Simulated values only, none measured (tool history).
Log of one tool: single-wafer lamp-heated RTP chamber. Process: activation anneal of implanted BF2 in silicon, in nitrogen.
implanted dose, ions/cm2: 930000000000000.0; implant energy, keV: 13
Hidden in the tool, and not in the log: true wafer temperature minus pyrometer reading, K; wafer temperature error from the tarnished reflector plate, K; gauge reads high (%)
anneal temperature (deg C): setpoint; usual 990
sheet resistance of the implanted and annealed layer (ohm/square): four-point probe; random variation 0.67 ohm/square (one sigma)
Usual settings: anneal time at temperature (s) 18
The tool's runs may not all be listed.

run     day  anneal temperature (deg C)  anneal time at temperature (s)  wafers since the last listed run  wafers since the last pyrometer calibration  wafers since the reflector plate was cleaned  hours since the gauge calibration  read-back reference wafer on the same gauge, sheet resistance  sheet resistance of the implanted and annealed layer (ohm/square)
  1   0.000                         990                              10                                 0                                         3596                                          7822                              294.8                                                         280.31                                                             257.77
  2   1.908                         990                              10                               813                                         4410                                          8635                              340.6                                                         280.09                                                             257.74
  3   3.712                         990                              23                               768                                         5179                                          9404                              383.9                                                         279.96                                                             227.04
  4   5.233                         990                              23                               648                                         5827                                         10052                              420.4                                                         279.97                                                             226.08
  5   7.625                         990                              27                              1019                                         6846                                         11072                              477.8                                                         279.81                                                             220.32
  6   9.229                         990                              27                               683                                         7530                                         11755                              516.3                                                         280.28                                                             220.11
  7  11.258                         990                              13                               864                                         8395                                         12620                              565.0                                                         280.04                                                             247.85
     12.538  -- pyrometer window cleaned and pyrometer calibrated
  8  13.496                         990                              18                               811                                          408                                         13431                              618.7                                                         280.06                                                             236.30
  9  15.604                         990                              18                               898                                         1306                                         14330                              669.3                                                         280.23                                                             234.73
     16.796  -- reflector plate cleaned
 10  17.375                         990                              18                               612                                         1919                                           246                              711.8                                                         279.92                                                             235.12
 11  18.683                         990                              18                               557                                         2476                                           804                              743.2                                                         279.99                                                             235.25
 12  20.150                         990                              18                               625                                         3102                                          1429                              778.4                                                         280.20                                                             235.67
 13  21.742                        1013                              14                               678                                         3780                                          2107                              816.6                                                         280.19                                                             208.49
 14  23.708                        1001                              14                               838                                         4618                                          2945                              863.8                                                         280.16                                                             227.70
 15  26.642                         960                              10                              1250                                         5868                                          4195                              934.2                                                         279.82                                                             322.75
 16  28.825                         990                              18                               930                                         6799                                          5126                              986.6                                                         280.08                                                             236.12
 17  30.562                         990                              11                               740                                         7539                                          5866                             1028.3                                                         279.70                                                             254.54
 18  32.054                         990                              18                               635                                         8175                                          6502                             1064.1                                                         279.98                                                             235.61
 19  33.400                        1005                              18                               573                                         8748                                          7076                             1096.4                                                         280.51                                                             209.87
     33.825  -- pyrometer window cleaned and pyrometer calibrated
 20  37.750                         999                              18                              1711                                         1673                                          8787                             1200.8                                                         280.02                                                             220.33
 21  40.175                         990                              18                              1033                                         2707                                          9821                             1259.0                                                         279.97                                                             235.87
 22  42.900                         990                              18                              1161                                         3868                                         10982                             1324.4                                                         279.87                                                             237.16
 23  45.450                        1015                              10                              1086                                         4955                                         12069                             1385.6                                                         280.07                                                             219.20
 24  46.517                        1006                              18                               454                                         5409                                         12524                             1411.2                                                         280.36                                                             207.87
     48.483  -- reflector plate cleaned
     48.612  -- gauge calibrated
 25  48.875                         967                              18                               863                                         6272                                           166                                6.3                                                         280.44                                                             286.73
 26  51.204                         963                              14                               992                                         7265                                          1159                               62.2                                                         280.00                                                             304.73
 27  53.100                         973                              18                               807                                         8073                                          1967                              107.7                                                         279.79                                                             273.52
 28  54.200                        1012                              10                               468                                         8542                                          2436                              134.1                                                         279.78                                                             222.37
     56.696  -- pyrometer window cleaned and pyrometer calibrated
 29  61.433                        1015                              10                              2940                                         2019                                          5376                              307.7                                                         280.13                                                             218.41
 30  63.929                         977                              18                              1063                                         3083                                          6440                              367.6                                                         279.99                                                             262.52
 31  65.321                         962                              13                               593                                         3676                                          7033                              401.0                                                         280.36                                                             308.85
 32  66.829                         990                              18                               642                                         4319                                          7676                              437.2                                                         280.12                                                             235.98
 33  69.067                        1004                              28                               953                                         5272                                          8629                              490.9                                                         280.32                                                             193.90
 34  71.262                         998                              13                               935                                         6208                                          9565                              543.6                                                         280.01                                                             233.92
 35  74.212                         990                              21                              1257                                         7465                                         10822                              614.4                                                         280.28                                                             230.84
 36  75.604                         990                              18                               593                                         8058                                         11416                              647.8                                                         279.98                                                             234.55
     79.625  -- reflector plate cleaned
     82.062  -- pyrometer window cleaned and pyrometer calibrated
 37  83.458                         998                              11                              3063                                          594                                          1492                              836.3                                                         279.82                                                             240.37

How the hidden state differs across the entries between the runs, from the last listed run before each to the first after it:
Between runs 7 and 8: pyrometer window cleaned and pyrometer calibrated (day 12.538)
  no hidden state differs between the two runs
Between runs 9 and 10: reflector plate cleaned (day 16.796)
  no hidden state differs between the two runs
Between runs 19 and 20: pyrometer window cleaned and pyrometer calibrated (day 33.825)
  no hidden state differs between the two runs
Between runs 24 and 25: reflector plate cleaned (day 48.483); gauge calibrated (day 48.612)
  no hidden state differs between the two runs
Between runs 28 and 29: pyrometer window cleaned and pyrometer calibrated (day 56.696)
  no hidden state differs between the two runs
Between runs 36 and 37: reflector plate cleaned (day 79.625); pyrometer window cleaned and pyrometer calibrated (day 82.062)
  no hidden state differs between the two runs

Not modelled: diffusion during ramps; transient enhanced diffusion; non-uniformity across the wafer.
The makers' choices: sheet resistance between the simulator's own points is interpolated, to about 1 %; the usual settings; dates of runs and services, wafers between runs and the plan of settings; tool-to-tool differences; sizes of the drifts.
